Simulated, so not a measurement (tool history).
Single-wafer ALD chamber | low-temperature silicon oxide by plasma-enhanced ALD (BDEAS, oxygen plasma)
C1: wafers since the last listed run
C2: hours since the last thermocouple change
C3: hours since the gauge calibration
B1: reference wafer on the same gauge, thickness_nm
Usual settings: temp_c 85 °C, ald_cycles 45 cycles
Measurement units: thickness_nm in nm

{"run": 1, "hour": 0.0, "temp_c": 85, "ald_cycles": 45, "C1": 0, "C2": 2175.7, "C3": 280.3, "B1": 7.707, "thickness_nm": 6.505}
{"run": 2, "hour": 37.5, "temp_c": 93, "ald_cycles": 45, "C1": 209, "C2": 2213.2, "C3": 317.8, "B1": 7.711, "thickness_nm": 6.359}
{"run": 3, "hour": 83.4, "temp_c": 85, "ald_cycles": 45, "C1": 256, "C2": 2259.1, "C3": 363.7, "B1": 7.714, "thickness_nm": 6.519}
{"run": 4, "hour": 138.0, "temp_c": 88, "ald_cycles": 45, "C1": 304, "C2": 2313.7, "C3": 418.3, "B1": 7.708, "thickness_nm": 6.465}
{"run": 5, "hour": 183.1, "temp_c": 88, "ald_cycles": 45, "C1": 251, "C2": 2358.8, "C3": 463.4, "B1": 7.712, "thickness_nm": 6.487}
{"run": 6, "hour": 209.5, "temp_c": 88, "ald_cycles": 45, "C1": 147, "C2": 2385.2, "C3": 489.8, "B1": 7.711, "thickness_nm": 6.5}
{"hour": 243.5, "done": "gauge calibrated"}
{"run": 7, "hour": 277.1, "temp_c": 85, "ald_cycles": 45, "C1": 377, "C2": 2452.8, "C3": 33.6, "B1": 7.703, "thickness_nm": 6.533}
{"run": 8, "hour": 338.8, "temp_c": 85, "ald_cycles": 45, "C1": 344, "C2": 2514.5, "C3": 95.3, "B1": 7.711, "thickness_nm": 6.493}
{"hour": 387.0, "done": "thermocouple changed; heater temperature recalibrated"}
{"run": 9, "hour": 387.5, "temp_c": 85, "ald_cycles": 45, "C1": 227, "C2": 0.5, "C3": 144.0, "B1": 7.701, "thickness_nm": 6.522}
{"run": 10, "hour": 449.8, "temp_c": 85, "ald_cycles": 45, "C1": 347, "C2": 62.8, "C3": 206.3, "B1": 7.706, "thickness_nm": 6.537}
{"run": 11, "hour": 501.2, "temp_c": 85, "ald_cycles": 45, "C1": 286, "C2": 114.2, "C3": 257.7, "B1": 7.705, "thickness_nm": 6.504}
{"run": 12, "hour": 564.3, "temp_c": 91, "ald_cycles": 36, "C1": 352, "C2": 177.3, "C3": 320.8, "B1": 7.714, "thickness_nm": 5.113}
{"run": 13, "hour": 626.9, "temp_c": 70, "ald_cycles": 50, "C1": 349, "C2": 239.9, "C3": 383.4, "B1": 7.713, "thickness_nm": 7.552}
{"run": 14, "hour": 676.8, "temp_c": 85, "ald_cycles": 45, "C1": 278, "C2": 289.8, "C3": 433.3, "B1": 7.713, "thickness_nm": 6.5}
{"run": 15, "hour": 706.7, "temp_c": 85, "ald_cycles": 49, "C1": 166, "C2": 319.7, "C3": 463.2, "B1": 7.714, "thickness_nm": 7.122}
{"run": 16, "hour": 778.4, "temp_c": 91, "ald_cycles": 53, "C1": 400, "C2": 391.4, "C3": 534.9, "B1": 7.708, "thickness_nm": 7.542}
{"hour": 793.2, "done": "gauge calibrated"}
{"run": 17, "hour": 840.5, "temp_c": 98, "ald_cycles": 36, "C1": 346, "C2": 453.5, "C3": 47.3, "B1": 7.704, "thickness_nm": 4.987}
{"run": 18, "hour": 907.5, "temp_c": 76, "ald_cycles": 53, "C1": 373, "C2": 520.5, "C3": 114.3, "B1": 7.707, "thickness_nm": 7.917}
{"run": 19, "hour": 955.1, "temp_c": 85, "ald_cycles": 37, "C1": 265, "C2": 568.1, "C3": 161.9, "B1": 7.712, "thickness_nm": 5.368}
{"run": 20, "hour": 995.6, "temp_c": 76, "ald_cycles": 53, "C1": 225, "C2": 608.6, "C3": 202.4, "B1": 7.709, "thickness_nm": 7.868}

What was the tool's hidden state at every run in the log?
wafer temperature above the value expected at the setpoint (K): 0 across all the runs
gauge reads high (%): 0 across all the runs
